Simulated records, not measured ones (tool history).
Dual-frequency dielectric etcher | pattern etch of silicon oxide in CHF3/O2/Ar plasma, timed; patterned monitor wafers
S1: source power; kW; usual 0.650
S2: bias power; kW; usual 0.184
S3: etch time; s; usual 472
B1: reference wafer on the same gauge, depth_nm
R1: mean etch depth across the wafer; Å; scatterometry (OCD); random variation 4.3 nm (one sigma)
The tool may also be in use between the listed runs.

run 1 hour=0.0 | S1=0.650 S2=0.184 S3=383 | B1=899.9 | R1=8121
run 2 hour=64.2 | S1=0.650 S2=0.184 S3=383 | B1=900.0 | R1=8022
run 3 hour=99.6 | S1=0.650 S2=0.184 S3=431 | B1=897.6 | R1=9133
-- hour=151.8 wet clean of the chamber
run 4 hour=152.3 | S1=0.650 S2=0.184 S3=431 | B1=896.0 | R1=9062
run 5 hour=152.7 | S1=0.650 S2=0.184 S3=431 | B1=894.8 | R1=9093
run 6 hour=170.9 | S1=0.650 S2=0.184 S3=472 | B1=896.0 | R1=9910
-- hour=205.2 upper electrode replaced
run 7 hour=205.7 | S1=0.650 S2=0.184 S3=472 | B1=893.1 | R1=9859
run 8 hour=224.7 | S1=0.590 S2=0.184 S3=472 | B1=891.5 | R1=9478
run 9 hour=253.3 | S1=0.650 S2=0.229 S3=345 | B1=889.7 | R1=7544
run 10 hour=268.6 | S1=0.650 S2=0.139 S3=472 | B1=889.6 | R1=9442
-- hour=284.6 bias power generator calibrated
-- hour=301.1 gauge calibrated
run 11 hour=323.1 | S1=0.650 S2=0.184 S3=472 | B1=900.6 | R1=9963
-- hour=349.1 source power generator calibrated
run 12 hour=349.6 | S1=0.700 S2=0.147 S3=368 | B1=900.8 | R1=7757
run 13 hour=374.6 | S1=0.780 S2=0.184 S3=472 | B1=899.9 | R1=10955
run 14 hour=393.5 | S1=0.650 S2=0.184 S3=472 | B1=900.8 | R1=10064
run 15 hour=417.2 | S1=0.520 S2=0.208 S3=535 | B1=898.8 | R1=10402
run 16 hour=442.8 | S1=0.510 S2=0.202 S3=349 | B1=898.6 | R1=6657
run 17 hour=459.9 | S1=0.650 S2=0.184 S3=472 | B1=899.0 | R1=10029

Forecast each of these 3 alternatives for the next run:
run A hour=460.4 | S1=0.650 S2=0.161 S3=472 | B1=? | R1=?
run B hour=460.4 | S1=0.600 S2=0.210 S3=472 | B1=? | R1=?
run C hour=460.4 | S1=0.650 S2=0.207 S3=472 | B1=? | R1=?

run=A B1=899.1 R1=9810
run=B B1=899.1 R1=9892
run=C B1=899.1 R1=10255
Without the tool's hidden state the same runs would have given:
run=A R1=9822
run=B R1=9903
run=C R1=10267
